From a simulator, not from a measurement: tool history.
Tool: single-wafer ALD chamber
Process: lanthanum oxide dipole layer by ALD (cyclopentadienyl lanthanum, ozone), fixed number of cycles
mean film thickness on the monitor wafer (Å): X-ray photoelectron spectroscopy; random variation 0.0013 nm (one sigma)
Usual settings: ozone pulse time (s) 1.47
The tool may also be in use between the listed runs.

run,day,ozone pulse time (s),wafers since the last listed run,hours since the last thermocouple change,hours since the last ozone generator service,hours since the showerhead was replaced,hours since the gauge calibration,"read-back reference wafer on the same gauge, thickness_nm",mean film thickness on the monitor wafer (Å)
1,0.000,1.47,0,864.2,1319.0,4154.1,157.4,0.432,5.16
2,1.321,1.47,696,895.9,1350.7,4185.8,189.1,0.432,5.15
3,2.521,1.47,633,924.7,1379.5,4214.6,217.9,0.432,5.13
4,4.083,1.47,824,962.2,1417.0,4252.1,255.4,0.432,5.13
5,5.396,1.04,692,993.7,1448.5,4283.6,286.9,0.432,4.97
6,7.479,1.47,1099,1043.7,1498.5,4333.6,336.9,0.432,5.14
7,9.333,1.47,978,1088.2,1543.0,4378.1,381.4,0.432,5.14
8,10.358,1.47,540,1112.8,1567.6,4402.7,406.0,0.432,5.14
9,11.629,1.47,670,1143.3,1598.1,4433.2,436.5,0.432,5.14
10,12.654,1.83,540,1167.9,1622.7,4457.8,461.1,0.432,5.23
11,13.779,1.83,593,1194.9,1649.7,4484.8,488.1,0.432,5.22
12,16.483,1.21,1426,1259.8,1714.6,4549.7,553.0,0.432,5.03
# day 17.104: ozone generator serviced
# day 18.883: showerhead replaced
13,19.442,1.21,1209,1330.8,56.1,13.4,624.0,0.432,5.07
14,21.000,1.79,822,1368.2,93.5,50.8,661.4,0.432,5.23
# day 21.600: thermocouple changed; heater temperature recalibrated
15,22.517,1.70,624,22.0,129.9,87.2,697.8,0.432,5.21
16,24.504,1.94,1048,69.7,177.6,134.9,745.5,0.432,5.27
17,26.900,1.47,1264,127.2,235.1,192.4,803.0,0.432,5.14
18,29.088,1.75,1154,179.7,287.6,244.9,855.5,0.432,5.21
19,31.600,1.22,1325,240.0,347.9,305.2,915.8,0.432,5.04
20,34.379,1.66,1466,306.7,414.6,371.9,982.5,0.432,5.17
# day 34.571: gauge calibrated
21,36.396,1.47,1064,355.1,463.0,420.3,43.8,0.432,5.15
22,38.346,1.96,1028,401.9,509.8,467.1,90.6,0.432,5.26
23,40.750,1.69,1268,459.6,567.5,524.8,148.3,0.432,5.21
24,43.108,1.47,1244,516.2,624.1,581.4,204.9,0.432,5.11
25,45.067,0.99,1033,563.2,671.1,628.4,251.9,0.432,4.96
26,47.183,1.74,1116,614.0,721.9,679.2,302.7,0.432,5.21
27,49.842,1.74,1402,677.8,785.7,743.0,366.5,0.432,5.21

What the log doesn't show, run by run:
wafer temperature above the value expected at the setpoint (K): 0 in every run
ozone dose above that of a generator just serviced (%): 0 in every run
gauge reads high (%): 0 in every run

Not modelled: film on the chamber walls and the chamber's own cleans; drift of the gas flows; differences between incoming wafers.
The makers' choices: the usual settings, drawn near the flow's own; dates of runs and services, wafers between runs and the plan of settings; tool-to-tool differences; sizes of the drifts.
